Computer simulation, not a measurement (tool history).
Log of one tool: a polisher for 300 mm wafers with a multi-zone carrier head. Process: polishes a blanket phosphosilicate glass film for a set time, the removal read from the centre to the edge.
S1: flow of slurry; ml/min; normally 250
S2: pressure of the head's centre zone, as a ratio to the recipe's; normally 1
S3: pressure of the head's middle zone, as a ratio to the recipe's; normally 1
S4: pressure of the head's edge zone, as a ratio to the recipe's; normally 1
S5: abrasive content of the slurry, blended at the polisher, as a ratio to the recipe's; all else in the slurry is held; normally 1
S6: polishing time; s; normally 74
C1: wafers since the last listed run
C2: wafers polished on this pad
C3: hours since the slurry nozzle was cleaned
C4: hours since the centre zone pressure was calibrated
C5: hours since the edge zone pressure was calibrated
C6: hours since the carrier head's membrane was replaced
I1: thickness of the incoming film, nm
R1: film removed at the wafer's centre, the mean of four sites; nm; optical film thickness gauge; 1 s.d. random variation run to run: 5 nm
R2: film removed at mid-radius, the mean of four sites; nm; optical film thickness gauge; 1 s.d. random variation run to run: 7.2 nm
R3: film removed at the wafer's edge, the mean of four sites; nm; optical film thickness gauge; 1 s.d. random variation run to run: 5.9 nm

run	day	S1	S2	S3	S4	S5	S6	C1	C2	C3	C4	C5	C6	I1	R1	R2	R3
1	0	250	1	1	1	1	74	0	2808	540.6	207.7	924.4	68	4429.6	514.9	526.9	524.2
2	0.875	215	1.04	1.06	1	1	56	291	3099	561.6	228.7	945.4	89	4380.1	392.1	401.8	380
# day 1.358: worn pad replaced by a new one
3	2.346	250	1	1	1	1	74	434	329	596.9	264	980.7	124.3	4457.5	548.5	564.3	551.5
# day 2.917: slurry nozzle cleaned
4	3.333	195	1	0.89	0.94	1	96	314	644	10	287.7	1004.4	148	4442.3	670.8	622.9	669
5	4.154	250	1	1	1	1	74	273	917	29.7	307.4	1024.1	167.7	4373.4	541.2	556.7	543.3
6	5.592	250	1	1	1.03	1	61	478	1396	64.2	341.9	1058.6	202.2	4381.1	441.1	453.1	445.1
7	6.729	250	1	1	1	0.75	62	378	1774	91.5	369.2	1085.9	229.5	4408.5	330.3	340.1	336.5
# day 7.946: edge zone pressure recalibrated
8	7.967	335	1	1.04	1.08	1	74	384	2159	121.2	398.9	0.5	259.2	4370.2	544.5	569.1	563.1
9	10.708	250	1	1	1	0.8	74	912	3071	187	464.7	66.3	325	4363	416.9	425.7	416.9
# day 11.117: worn pad replaced by a new one
10	11.225	180	0.95	1.1	1.11	1	74	116	36	199.4	477.1	78.7	337.4	4482.9	514.3	576.8	574
11	11.729	200	1	1	1	0.8	74	167	203	211.5	489.2	90.8	349.5	4364	439.8	444.1	441.1
12	12.675	315	1	1	1.03	1	61	314	518	234.2	511.9	113.5	372.2	4362.5	473.9	468.6	468.4
13	14.033	290	1	1	0.96	1	92	452	971	266.8	544.5	146.1	404.8	4426.9	691.2	715.1	687.7
14	15.267	250	1	1	1	0.75	62	410	1381	296.4	574.1	175.7	434.4	4444.7	341.5	342.7	345.7
15	16.546	250	1	1.07	1	1	74	425	1807	327.1	604.8	206.4	465.1	4449.1	527.2	585.3	536.1
16	17.758	215	1.09	1	1	1	67	403	2211	356.2	633.9	235.5	494.2	4499.3	499.2	477.5	471.3

The next listed run, before its measurement:
17	19.158	250	1	1	0.94	1	74	466	2677	389.8	667.5	269.1	527.8	4356.7	?	?	?

{"run 17": {"R1": 523.3, "R2": 538.6, "R3": 504.3}}
Had the tool carried no hidden state, the very same run would have given R1 547.2 nm, R2 574.4 nm, R3 537.8 nm.
